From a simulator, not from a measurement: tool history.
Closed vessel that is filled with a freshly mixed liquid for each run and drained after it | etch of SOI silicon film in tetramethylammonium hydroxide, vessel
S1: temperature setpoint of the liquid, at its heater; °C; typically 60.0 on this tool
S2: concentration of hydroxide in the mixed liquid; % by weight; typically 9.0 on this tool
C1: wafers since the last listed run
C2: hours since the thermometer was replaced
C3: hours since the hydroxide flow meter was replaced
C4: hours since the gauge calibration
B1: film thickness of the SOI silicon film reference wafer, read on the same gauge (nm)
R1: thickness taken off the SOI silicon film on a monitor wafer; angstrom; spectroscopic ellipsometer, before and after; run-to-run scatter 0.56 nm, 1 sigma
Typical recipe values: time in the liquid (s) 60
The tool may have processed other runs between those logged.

{"run": 1, "hour": 0.0, "S1": 60.0, "S2": 10.0, "time in the liquid (s)": 60, "C1": 0, "C2": 450.8, "C3": 1910.4, "C4": 216.6, "B1": 119.98, "R1": 2253.9}
{"run": 2, "hour": 33.9, "S1": 60.0, "S2": 10.0, "time in the liquid (s)": 60, "C1": 2867, "C2": 484.7, "C3": 1944.3, "C4": 250.5, "B1": 120.0, "R1": 2259.1}
{"run": 3, "hour": 68.6, "S1": 60.0, "S2": 9.0, "time in the liquid (s)": 60, "C1": 2934, "C2": 519.4, "C3": 1979.0, "C4": 285.2, "B1": 120.01, "R1": 2335.8}
{"run": 4, "hour": 87.4, "S1": 60.0, "S2": 9.0, "time in the liquid (s)": 60, "C1": 1590, "C2": 538.2, "C3": 1997.8, "C4": 304.0, "B1": 120.03, "R1": 2327.1}
{"run": 5, "hour": 115.8, "S1": 60.0, "S2": 9.0, "time in the liquid (s)": 70, "C1": 2401, "C2": 566.6, "C3": 2026.2, "C4": 332.4, "B1": 119.98, "R1": 2714.2}
{"run": 6, "hour": 139.7, "S1": 60.0, "S2": 9.0, "time in the liquid (s)": 70, "C1": 2021, "C2": 590.5, "C3": 2050.1, "C4": 356.3, "B1": 119.98, "R1": 2716.7}
{"run": 7, "hour": 174.2, "S1": 60.0, "S2": 9.0, "time in the liquid (s)": 70, "C1": 2917, "C2": 625.0, "C3": 2084.6, "C4": 390.8, "B1": 119.98, "R1": 2720.7}
{"hour": 193.1, "done": "hydroxide flow meter replaced"}
{"run": 8, "hour": 194.1, "S1": 60.0, "S2": 9.0, "time in the liquid (s)": 60, "C1": 1598, "C2": 644.9, "C3": 1.0, "C4": 410.7, "B1": 119.98, "R1": 2419.8}
{"run": 9, "hour": 221.0, "S1": 60.0, "S2": 9.0, "time in the liquid (s)": 60, "C1": 2275, "C2": 671.8, "C3": 27.9, "C4": 437.6, "B1": 119.99, "R1": 2426.9}
{"run": 10, "hour": 234.2, "S1": 60.0, "S2": 9.0, "time in the liquid (s)": 60, "C1": 1116, "C2": 685.0, "C3": 41.1, "C4": 450.8, "B1": 120.0, "R1": 2434.1}
{"run": 11, "hour": 251.5, "S1": 60.0, "S2": 9.0, "time in the liquid (s)": 60, "C1": 1463, "C2": 702.3, "C3": 58.4, "C4": 468.1, "B1": 120.01, "R1": 2429.2}
{"run": 12, "hour": 276.0, "S1": 60.0, "S2": 9.0, "time in the liquid (s)": 60, "C1": 2072, "C2": 726.8, "C3": 82.9, "C4": 492.6, "B1": 120.02, "R1": 2430.3}
{"run": 13, "hour": 291.9, "S1": 54.5, "S2": 7.5, "time in the liquid (s)": 95, "C1": 1344, "C2": 742.7, "C3": 98.8, "C4": 508.5, "B1": 120.0, "R1": 2869.6}
{"run": 14, "hour": 322.9, "S1": 60.0, "S2": 9.0, "time in the liquid (s)": 60, "C1": 2621, "C2": 773.7, "C3": 129.8, "C4": 539.5, "B1": 119.99, "R1": 2420.5}
{"run": 15, "hour": 358.4, "S1": 60.0, "S2": 6.5, "time in the liquid (s)": 60, "C1": 3002, "C2": 809.2, "C3": 165.3, "C4": 575.0, "B1": 119.99, "R1": 2666.7}
{"hour": 373.9, "done": "thermometer replaced"}
{"run": 16, "hour": 392.3, "S1": 60.0, "S2": 9.0, "time in the liquid (s)": 60, "C1": 2782, "C2": 18.4, "C3": 199.2, "C4": 608.9, "B1": 119.99, "R1": 2455.6}
{"hour": 397.5, "done": "gauge calibrated"}
{"run": 17, "hour": 411.4, "S1": 55.0, "S2": 11.0, "time in the liquid (s)": 35, "C1": 1615, "C2": 37.5, "C3": 218.3, "C4": 13.9, "B1": 120.0, "R1": 968.5}
{"run": 18, "hour": 443.8, "S1": 60.0, "S2": 9.0, "time in the liquid (s)": 60, "C1": 2740, "C2": 69.9, "C3": 250.7, "C4": 46.3, "B1": 120.02, "R1": 2465.7}
{"run": 19, "hour": 467.6, "S1": 60.0, "S2": 10.5, "time in the liquid (s)": 30, "C1": 2012, "C2": 93.7, "C3": 274.5, "C4": 70.1, "B1": 120.0, "R1": 1156.9}
{"run": 20, "hour": 498.8, "S1": 54.5, "S2": 9.0, "time in the liquid (s)": 60, "C1": 2638, "C2": 124.9, "C3": 305.7, "C4": 101.3, "B1": 119.98, "R1": 1727.7}
{"run": 21, "hour": 512.3, "S1": 60.0, "S2": 9.0, "time in the liquid (s)": 60, "C1": 1141, "C2": 138.4, "C3": 319.2, "C4": 114.8, "B1": 120.0, "R1": 2452.4}
{"run": 22, "hour": 526.9, "S1": 60.0, "S2": 7.0, "time in the liquid (s)": 70, "C1": 1234, "C2": 153.0, "C3": 333.8, "C4": 129.4, "B1": 120.01, "R1": 3083.5}
{"run": 23, "hour": 560.4, "S1": 60.0, "S2": 10.5, "time in the liquid (s)": 90, "C1": 2833, "C2": 186.5, "C3": 367.3, "C4": 162.9, "B1": 119.97, "R1": 3443.7}
{"run": 24, "hour": 578.4, "S1": 67.0, "S2": 10.5, "time in the liquid (s)": 35, "C1": 1522, "C2": 204.5, "C3": 385.3, "C4": 180.9, "B1": 119.99, "R1": 2067.6}

5 options for the next run, each taken on its own from the tool as it stands now. Forecast them:
{"run": "A", "hour": 579.1, "S1": 60.0, "S2": 7.0, "time in the liquid (s)": 60, "C1": 59, "C2": 205.2, "C3": 386.0, "C4": 181.6, "B1": "?", "R1": "?"}
{"run": "B", "hour": 579.1, "S1": 54.0, "S2": 11.5, "time in the liquid (s)": 30, "C1": 59, "C2": 205.2, "C3": 386.0, "C4": 181.6, "B1": "?", "R1": "?"}
{"run": "C", "hour": 579.1, "S1": 65.0, "S2": 11.5, "time in the liquid (s)": 60, "C1": 59, "C2": 205.2, "C3": 386.0, "C4": 181.6, "B1": "?", "R1": "?"}
{"run": "D", "hour": 579.1, "S1": 60.0, "S2": 9.0, "time in the liquid (s)": 30, "C1": 59, "C2": 205.2, "C3": 386.0, "C4": 181.6, "B1": "?", "R1": "?"}
{"run": "E", "hour": 579.1, "S1": 57.0, "S2": 7.5, "time in the liquid (s)": 60, "C1": 59, "C2": 205.2, "C3": 386.0, "C4": 181.6, "B1": "?", "R1": "?"}

run=A B1=119.98 R1=2643.8
run=B B1=119.98 R1=759.6
run=C B1=119.98 R1=3030.8
run=D B1=119.98 R1=1220.2
run=E B1=119.98 R1=2144.2
Take away the tool's hidden state, keep each run's random variation, and the runs would have read:
run=A R1=2675.9
run=B R1=771.1
run=C R1=3075.2
run=D R1=1237.9
run=E R1=2171.7

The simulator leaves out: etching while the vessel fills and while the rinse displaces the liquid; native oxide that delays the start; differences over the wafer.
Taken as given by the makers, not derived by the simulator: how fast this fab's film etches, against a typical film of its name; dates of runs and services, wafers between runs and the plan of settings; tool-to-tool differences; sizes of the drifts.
